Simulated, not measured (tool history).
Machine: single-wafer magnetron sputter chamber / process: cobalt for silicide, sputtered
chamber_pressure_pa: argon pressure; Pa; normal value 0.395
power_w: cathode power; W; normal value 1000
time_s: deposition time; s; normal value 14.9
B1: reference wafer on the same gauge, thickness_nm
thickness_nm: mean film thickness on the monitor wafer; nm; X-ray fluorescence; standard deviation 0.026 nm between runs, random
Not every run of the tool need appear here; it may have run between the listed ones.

Run 1, day 0: usual settings; B1 8.025. Result: thickness_nm 7.54 nm.
Run 2, day 0.379: usual settings; B1 8.022. Result: thickness_nm 7.507 nm.
Run 3, day 0.983: usual settings; B1 8.014. Result: thickness_nm 7.455 nm.
Run 4, day 1.471: usual settings but chamber_pressure_pa 0.517 Pa, power_w 1100 W; B1 8.015. Result: thickness_nm 7.991 nm.
Run 5, day 2.033: usual settings but power_w 850 W; B1 8.018. Result: thickness_nm 6.33 nm.
Run 6, day 2.304: usual settings but power_w 850 W; B1 8.01. Result: thickness_nm 6.28 nm.
Run 7, day 2.9: usual settings; B1 8.023. Result: thickness_nm 7.405 nm.
Run 8, day 3.4: usual settings; B1 8.032. Result: thickness_nm 7.415 nm.
Run 9, day 4.233: usual settings; B1 8.025. Result: thickness_nm 7.35 nm.
Run 10, day 4.55: usual settings but chamber_pressure_pa 0.321 Pa; B1 8.024. Result: thickness_nm 7.486 nm.
Run 11, day 4.954: usual settings but chamber_pressure_pa 0.321 Pa; B1 8.029. Result: thickness_nm 7.469 nm.
Run 12, day 5.417: usual settings but chamber_pressure_pa 0.282 Pa; B1 8.022. Result: thickness_nm 7.518 nm.
Run 13, day 5.817: usual settings but chamber_pressure_pa 0.282 Pa; B1 8.013. Result: thickness_nm 7.513 nm.
Run 14, day 6.496: usual settings but chamber_pressure_pa 0.282 Pa; B1 8.018. Result: thickness_nm 7.46 nm.
Run 15, day 6.875: usual settings but chamber_pressure_pa 0.296 Pa; B1 8.009. Result: thickness_nm 7.395 nm.
At day 7.738: sputter target and shields replaced.
At day 8.408: capacitance manometer re-zeroed and calibrated.
Run 16, day 8.642: usual settings but time_s 15.8 s; B1 8.009. Result: thickness_nm 8.051 nm.
Run 17, day 8.967: usual settings; B1 8.018. Result: thickness_nm 7.599 nm.
Run 18, day 10.65: usual settings but chamber_pressure_pa 0.306 Pa, power_w 1150 W, time_s 13.3 s; B1 8.026. Result: thickness_nm 7.976 nm.
At day 11.846: magnet pack replaced.
Run 19, day 11.867: usual settings but chamber_pressure_pa 0.271 Pa, power_w 800 W; B1 8.031. Result: thickness_nm 6.213 nm.
Run 20, day 12.112: usual settings but power_w 1100 W, time_s 17.5 s; B1 8.026. Result: thickness_nm 9.769 nm.
Run 21, day 12.5: usual settings but chamber_pressure_pa 0.466 Pa, power_w 850 W, time_s 12.8 s; B1 8.022. Result: thickness_nm 5.396 nm.
Run 22, day 13.05: usual settings; B1 8.013. Result: thickness_nm 7.517 nm.
Run 23, day 13.725: usual settings; B1 8.017. Result: thickness_nm 7.539 nm.
Run 24, day 14.05: usual settings but chamber_pressure_pa 0.298 Pa, time_s 13.9 s; B1 8.025. Result: thickness_nm 7.172 nm.
Run 25, day 14.308: usual settings but time_s 16.1 s; B1 8.021. Result: thickness_nm 8.125 nm.
Run 26, day 14.571: usual settings; B1 8.017. Result: thickness_nm 7.526 nm.
At day 14.7: gauge calibrated.
Run 27, day 15.275: usual settings but chamber_pressure_pa 0.446 Pa; B1 8.024. Result: thickness_nm 7.417 nm.
Run 28, day 15.988: usual settings; B1 8.021. Result: thickness_nm 7.484 nm.
Run 29, day 16.479: usual settings but chamber_pressure_pa 0.521 Pa; B1 8.023. Result: thickness_nm 7.197 nm.
Run 30, day 16.85: usual settings but power_w 1100 W, time_s 12.8 s; B1 8.026. Result: thickness_nm 7.014 nm.
Run 31, day 17.267: usual settings; B1 8.018. Result: thickness_nm 7.424 nm.
Run 32, day 17.9: usual settings; B1 8.036. Result: thickness_nm 7.418 nm.
Run 33, day 18.479: usual settings but chamber_pressure_pa 0.438 Pa, power_w 850 W; B1 8.025. Result: thickness_nm 6.224 nm.
Run 34, day 18.871: usual settings but chamber_pressure_pa 0.238 Pa, power_w 1150 W, time_s 12.5 s; B1 8.022. Result: thickness_nm 7.391 nm.
Run 35, day 19.162: usual settings but chamber_pressure_pa 0.505 Pa, power_w 1200 W, time_s 17.1 s; B1 8.015. Result: thickness_nm 9.827 nm.

Selected run-to-run steps in thickness_nm, each split into two signed amounts: the part the tool would show with no hidden state at all (from settings, incoming material and random variation), and the remainder, which goes to the hidden state together with any gauge scatter not common to the measured and the hidden-state-free results:
Hidden state at play: deposition rate above that of a new target (%); true argon pressure above the setpoint (%); gauge reads high (%).
Run 15 -> 16: chamber_pressure_pa 0.296 -> 0.395, time_s 14.9 -> 15.8, sputter target and shields replaced, capacitance manometer re-zeroed and calibrated. thickness_nm +0.656 nm: hidden state +0.381, all else +0.275.
Run 19 -> 20: chamber_pressure_pa 0.271 -> 0.395, power_w 800 -> 1100, time_s 14.9 -> 17.5. thickness_nm +3.556 nm: hidden state -0.035, all else +3.591.
Run 20 -> 21: chamber_pressure_pa 0.395 -> 0.466, power_w 1100 -> 850, time_s 17.5 -> 12.8. thickness_nm -4.373 nm: hidden state +0.035, all else -4.408.
Run 33 -> 34: chamber_pressure_pa 0.438 -> 0.238, power_w 850 -> 1150, time_s 14.9 -> 12.5. thickness_nm +1.167 nm: hidden state -0.056, all else +1.223.
Run 34 -> 35: chamber_pressure_pa 0.238 -> 0.505, power_w 1150 -> 1200, time_s 12.5 -> 17.1. thickness_nm +2.436 nm: hidden state -0.106, all else +2.542.
